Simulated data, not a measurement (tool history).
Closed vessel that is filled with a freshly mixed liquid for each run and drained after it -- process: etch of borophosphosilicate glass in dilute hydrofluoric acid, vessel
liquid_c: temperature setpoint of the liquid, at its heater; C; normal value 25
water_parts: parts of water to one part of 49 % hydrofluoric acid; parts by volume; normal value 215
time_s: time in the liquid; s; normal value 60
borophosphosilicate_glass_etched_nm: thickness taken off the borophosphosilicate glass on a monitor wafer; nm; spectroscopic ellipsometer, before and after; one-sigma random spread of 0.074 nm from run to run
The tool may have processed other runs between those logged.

| run | day | liquid_c | water_parts | time_s | wafers since the last listed run | hours since the thermometer was replaced | hours since the hydrofluoric acid flow meter was replaced | hours since the gauge calibration | read-back film thickness of the borophosphosilicate glass reference wafer, read on the same gauge (nm) | borophosphosilicate_glass_etched_nm |
|---|---|---|---|---|---|---|---|---|---|---|
| 1 | 0 | 25 | 150 | 60 | 0 | 1598 | 448 | 752.7 | 142.19 | 24.1 |
| 2 | 3.183 | 25 | 150 | 60 | 9835 | 1674.4 | 524.4 | 829.1 | 142.3 | 24.04 |
| 3 | 5.162 | 25 | 150 | 60 | 6115 | 1721.9 | 571.9 | 876.6 | 142.35 | 24.27 |
|  | 7.062 | hydrofluoric acid flow meter replaced |
| 4 | 8.292 | 23.5 | 215 | 60 | 9539 | 1797 | 29.5 | 951.7 | 142.42 | 14.93 |
| 5 | 11.567 | 23.5 | 215 | 60 | 10118 | 1875.6 | 108.1 | 1030.3 | 142.52 | 14.93 |
| 6 | 15.233 | 25 | 215 | 60 | 11329 | 1963.6 | 196.1 | 1118.3 | 142.54 | 15.82 |
| 7 | 18.212 | 25 | 215 | 60 | 9204 | 2035.1 | 267.6 | 1189.8 | 142.6 | 15.77 |
|  | 20.804 | gauge calibrated |
| 8 | 21.221 | 22 | 215 | 60 | 9295 | 2107.3 | 339.8 | 10 | 139.93 | 13.84 |
| 9 | 23.675 | 22 | 215 | 60 | 7582 | 2166.2 | 398.7 | 68.9 | 140.4 | 13.97 |
| 10 | 26.592 | 28.5 | 175 | 60 | 9011 | 2236.2 | 468.7 | 138.9 | 140.87 | 22.47 |
|  | 29.508 | thermometer replaced |
| 11 | 29.971 | 28.5 | 175 | 60 | 10312 | 11.1 | 549.8 | 220 | 141.35 | 22.89 |
|  | 30.912 | hydrofluoric acid flow meter replaced |
| 12 | 33.883 | 26.5 | 155 | 60 | 11959 | 105 | 71.3 | 313.9 | 141.76 | 24.52 |
| 13 | 37.746 | 26.5 | 155 | 60 | 11934 | 197.7 | 164 | 406.6 | 142.08 | 24.52 |
| 14 | 41.388 | 25 | 215 | 60 | 11251 | 285.1 | 251.4 | 494 | 142.35 | 15.66 |
| 15 | 43.25 | 25 | 215 | 95 | 5754 | 329.8 | 296.1 | 538.7 | 142.47 | 24.97 |
| 16 | 46.525 | 25 | 215 | 60 | 10118 | 408.4 | 374.7 | 617.3 | 142.64 | 15.84 |
| 17 | 48.046 | 23 | 135 | 60 | 4699 | 444.9 | 411.2 | 653.8 | 142.74 | 25.54 |
| 18 | 49.575 | 25 | 150 | 60 | 4724 | 481.6 | 447.9 | 690.5 | 142.77 | 24.36 |
| 19 | 53.421 | 25 | 215 | 30 | 11882 | 573.9 | 540.2 | 782.8 | 142.95 | 7.92 |
|  | 54.567 | hydrofluoric acid flow meter replaced |
| 20 | 56.954 | 30 | 160 | 60 | 10788 | 658.7 | 57.3 | 867.6 | 143.04 | 27.26 |
| 21 | 59.8 | 21.5 | 215 | 85 | 8792 | 727 | 125.6 | 935.9 | 143.13 | 19.73 |
| 22 | 63.121 | 27.5 | 215 | 30 | 10260 | 806.7 | 205.3 | 1015.6 | 143.2 | 8.6 |
| 23 | 64.908 | 22 | 215 | 85 | 5522 | 849.6 | 248.2 | 1058.5 | 143.24 | 20.24 |
| 24 | 67.408 | 27 | 265 | 90 | 7724 | 909.6 | 308.2 | 1118.5 | 143.27 | 19.68 |
| 25 | 70.904 | 25 | 215 | 60 | 10801 | 993.5 | 392.1 | 1202.4 | 143.31 | 15.82 |
|  | 75.1 | gauge calibrated |
| 26 | 75.346 | 21 | 215 | 70 | 13723 | 1100.1 | 498.7 | 5.9 | 140.29 | 15.62 |
|  | 75.838 | hydrofluoric acid flow meter replaced |
| 27 | 78.604 | 25 | 215 | 60 | 9938 | 1178.3 | 66.4 | 84.1 | 140.88 | 15.65 |
| 28 | 80.512 | 23 | 215 | 60 | 5896 | 1224.1 | 112.2 | 129.9 | 141.15 | 14.6 |
| 29 | 88.088 | 25 | 295 | 40 | 23404 | 1405.9 | 294 | 311.7 | 142.13 | 7.02 |
| 30 | 89.904 | 25 | 215 | 60 | 5613 | 1449.5 | 337.6 | 355.3 | 142.33 | 15.63 |
| 31 | 92.992 | 25 | 215 | 60 | 9539 | 1523.6 | 411.7 | 429.4 | 142.56 | 15.75 |

Branching from run 31: 4 alternative next runs. What would each branch give?
| A | 93.021 | 25 | 300 | 60 | 90 | 1524.3 | 412.4 | 430.1 | ? | ? |
| B | 93.021 | 28 | 130 | 60 | 90 | 1524.3 | 412.4 | 430.1 | ? | ? |
| C | 93.021 | 27 | 215 | 60 | 90 | 1524.3 | 412.4 | 430.1 | ? | ? |
| D | 93.021 | 25 | 275 | 60 | 90 | 1524.3 | 412.4 | 430.1 | ? | ? |

| run | read-back film thickness of the borophosphosilicate glass reference wafer, read on the same gauge (nm) | borophosphosilicate_glass_etched_nm |
|---|---|---|
| A | 142.57 | 10.37 |
| B | 142.57 | 32.25 |
| C | 142.57 | 16.98 |
| D | 142.57 | 11.6 |
Take away the tool's hidden state, keep each run's random variation, and the runs would have read:
| run | borophosphosilicate_glass_etched_nm |
|---|---|
| A | 10.19 |
| B | 31.68 |
| C | 16.67 |
| D | 11.4 |
